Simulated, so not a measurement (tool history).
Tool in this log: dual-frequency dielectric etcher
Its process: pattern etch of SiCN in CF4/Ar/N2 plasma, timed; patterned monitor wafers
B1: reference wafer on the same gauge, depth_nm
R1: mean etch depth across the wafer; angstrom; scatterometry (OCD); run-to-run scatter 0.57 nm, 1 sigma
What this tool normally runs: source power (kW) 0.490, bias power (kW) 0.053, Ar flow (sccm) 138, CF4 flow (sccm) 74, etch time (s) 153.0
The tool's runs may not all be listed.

run 1 hour=0.0 | source_power_(kW)=0.490 bias_power_(kW)=0.053 Ar_flow_(sccm)=138 CF4_flow_(sccm)=74 etch_time_(s)=153.0 | B1=105.9 | R1=1130
run 2 hour=37.5 | source_power_(kW)=0.490 bias_power_(kW)=0.053 Ar_flow_(sccm)=124 CF4_flow_(sccm)=74 etch_time_(s)=153.0 | B1=105.9 | R1=1148
run 3 hour=119.0 | source_power_(kW)=0.420 bias_power_(kW)=0.053 Ar_flow_(sccm)=138 CF4_flow_(sccm)=74 etch_time_(s)=153.0 | B1=106.0 | R1=1030
run 4 hour=212.9 | source_power_(kW)=0.490 bias_power_(kW)=0.053 Ar_flow_(sccm)=169 CF4_flow_(sccm)=56 etch_time_(s)=153.0 | B1=106.0 | R1=1026
run 5 hour=278.3 | source_power_(kW)=0.490 bias_power_(kW)=0.053 Ar_flow_(sccm)=138 CF4_flow_(sccm)=74 etch_time_(s)=153.0 | B1=106.0 | R1=1115
-- hour=312.4 wet clean of the chamber
run 6 hour=376.4 | source_power_(kW)=0.490 bias_power_(kW)=0.053 Ar_flow_(sccm)=138 CF4_flow_(sccm)=74 etch_time_(s)=153.0 | B1=106.1 | R1=1151
run 7 hour=441.0 | source_power_(kW)=0.490 bias_power_(kW)=0.048 Ar_flow_(sccm)=138 CF4_flow_(sccm)=74 etch_time_(s)=123.5 | B1=105.9 | R1=872
-- hour=498.4 bias power generator calibrated
-- hour=530.3 Ar flow controller replaced
run 8 hour=548.4 | source_power_(kW)=0.490 bias_power_(kW)=0.043 Ar_flow_(sccm)=138 CF4_flow_(sccm)=74 etch_time_(s)=153.0 | B1=106.0 | R1=1011
run 9 hour=588.5 | source_power_(kW)=0.490 bias_power_(kW)=0.053 Ar_flow_(sccm)=138 CF4_flow_(sccm)=80 etch_time_(s)=116.5 | B1=106.0 | R1=870
run 10 hour=690.6 | source_power_(kW)=0.410 bias_power_(kW)=0.053 Ar_flow_(sccm)=138 CF4_flow_(sccm)=74 etch_time_(s)=139.5 | B1=106.1 | R1=925
run 11 hour=788.2 | source_power_(kW)=0.540 bias_power_(kW)=0.053 Ar_flow_(sccm)=169 CF4_flow_(sccm)=74 etch_time_(s)=126.0 | B1=106.0 | R1=937
run 12 hour=841.7 | source_power_(kW)=0.490 bias_power_(kW)=0.053 Ar_flow_(sccm)=168 CF4_flow_(sccm)=74 etch_time_(s)=153.0 | B1=106.0 | R1=1060
run 13 hour=1076.5 | source_power_(kW)=0.490 bias_power_(kW)=0.053 Ar_flow_(sccm)=138 CF4_flow_(sccm)=74 etch_time_(s)=153.0 | B1=106.1 | R1=1095
-- hour=1143.1 wet clean of the chamber
run 14 hour=1179.8 | source_power_(kW)=0.420 bias_power_(kW)=0.046 Ar_flow_(sccm)=138 CF4_flow_(sccm)=68 etch_time_(s)=165.0 | B1=106.1 | R1=1039
run 15 hour=1278.8 | source_power_(kW)=0.490 bias_power_(kW)=0.053 Ar_flow_(sccm)=165 CF4_flow_(sccm)=58 etch_time_(s)=118.5 | B1=106.1 | R1=830
run 16 hour=1370.8 | source_power_(kW)=0.560 bias_power_(kW)=0.049 Ar_flow_(sccm)=107 CF4_flow_(sccm)=74 etch_time_(s)=118.5 | B1=105.9 | R1=963
run 17 hour=1457.9 | source_power_(kW)=0.490 bias_power_(kW)=0.062 Ar_flow_(sccm)=113 CF4_flow_(sccm)=74 etch_time_(s)=188.5 | B1=105.9 | R1=1573
run 18 hour=1552.1 | source_power_(kW)=0.490 bias_power_(kW)=0.053 Ar_flow_(sccm)=138 CF4_flow_(sccm)=74 etch_time_(s)=188.5 | B1=106.0 | R1=1390
run 19 hour=1607.2 | source_power_(kW)=0.490 bias_power_(kW)=0.049 Ar_flow_(sccm)=106 CF4_flow_(sccm)=60 etch_time_(s)=153.0 | B1=106.0 | R1=1100
run 20 hour=1675.5 | source_power_(kW)=0.490 bias_power_(kW)=0.053 Ar_flow_(sccm)=138 CF4_flow_(sccm)=64 etch_time_(s)=190.5 | B1=106.0 | R1=1372
-- hour=1693.9 source power generator calibrated
run 21 hour=1746.0 | source_power_(kW)=0.490 bias_power_(kW)=0.053 Ar_flow_(sccm)=164 CF4_flow_(sccm)=74 etch_time_(s)=193.0 | B1=106.1 | R1=1359
run 22 hour=1797.6 | source_power_(kW)=0.610 bias_power_(kW)=0.053 Ar_flow_(sccm)=138 CF4_flow_(sccm)=92 etch_time_(s)=153.0 | B1=106.0 | R1=1307

3 options for the next run, each taken on its own from the tool as it stands now. Forecast them:
run A hour=1798.1 | source_power_(kW)=0.490 bias_power_(kW)=0.053 Ar_flow_(sccm)=138 CF4_flow_(sccm)=74 etch_time_(s)=153.0 | B1=? | R1=?
run B hour=1798.1 | source_power_(kW)=0.490 bias_power_(kW)=0.053 Ar_flow_(sccm)=109 CF4_flow_(sccm)=69 etch_time_(s)=153.0 | B1=? | R1=?
run C hour=1798.1 | source_power_(kW)=0.570 bias_power_(kW)=0.053 Ar_flow_(sccm)=104 CF4_flow_(sccm)=74 etch_time_(s)=166.5 | B1=? | R1=?

run=A B1=106.0 R1=1109
run=B B1=106.0 R1=1150
run=C B1=106.0 R1=1394
The same runs, with their run-to-run variation unchanged, on a tool lacking any hidden condition would have given:
run=A R1=1155
run=B R1=1198
run=C R1=1453

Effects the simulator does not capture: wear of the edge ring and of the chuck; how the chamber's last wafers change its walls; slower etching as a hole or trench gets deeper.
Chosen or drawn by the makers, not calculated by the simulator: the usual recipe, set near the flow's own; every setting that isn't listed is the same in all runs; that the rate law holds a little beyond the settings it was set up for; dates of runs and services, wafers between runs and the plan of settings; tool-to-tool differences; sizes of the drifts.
